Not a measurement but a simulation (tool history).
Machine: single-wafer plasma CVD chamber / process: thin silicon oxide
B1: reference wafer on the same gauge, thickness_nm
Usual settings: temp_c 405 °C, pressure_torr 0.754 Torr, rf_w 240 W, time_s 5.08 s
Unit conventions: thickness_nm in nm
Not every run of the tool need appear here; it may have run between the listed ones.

Run 1, day 0: usual settings but temp_c 402 °C, time_s 5.76 s; B1 7.218. Result: thickness_nm 9.176 nm.
Run 2, day 0.596: usual settings; B1 7.214. Result: thickness_nm 8.096 nm.
Run 3, day 1.654: usual settings; B1 7.218. Result: thickness_nm 8.075 nm.
Run 4, day 2.675: usual settings; B1 7.222. Result: thickness_nm 8.099 nm.
Run 5, day 3.662: usual settings; B1 7.218. Result: thickness_nm 8.102 nm.
Run 6, day 4.854: usual settings but temp_c 409 °C, time_s 4.28 s; B1 7.217. Result: thickness_nm 6.831 nm.
At day 5.304: gauge calibrated.
Run 7, day 5.858: usual settings but temp_c 409 °C, time_s 4.28 s; B1 7.224. Result: thickness_nm 6.818 nm.
Run 8, day 6.408: usual settings but temp_c 409 °C, time_s 4.28 s; B1 7.218. Result: thickness_nm 6.831 nm.
At day 6.946: showerhead replaced.
At day 7.517: thermocouple changed; heater temperature recalibrated.
Run 9, day 7.538: usual settings but pressure_torr 0.839 Torr; B1 7.228. Result: thickness_nm 8.858 nm.
Run 10, day 8.05: usual settings but pressure_torr 0.839 Torr; B1 7.221. Result: thickness_nm 8.928 nm.
Run 11, day 8.708: usual settings; B1 7.224. Result: thickness_nm 8.16 nm.
Run 12, day 9.346: usual settings but temp_c 402 °C, time_s 5.76 s; B1 7.214. Result: thickness_nm 9.243 nm.

Predict the results of run 13:
Run 13, day 10.142: usual settings but temp_c 398 °C, pressure_torr 0.925 Torr, rf_w 210 W, time_s 5.81 s; B1 ?. Result: thickness_nm ?.

Run 13 gave B1 7.226, thickness_nm 9.907 nm.
If the tool had no hidden condition, the same run with the same run-to-run variation would have returned thickness_nm 10.131 nm.
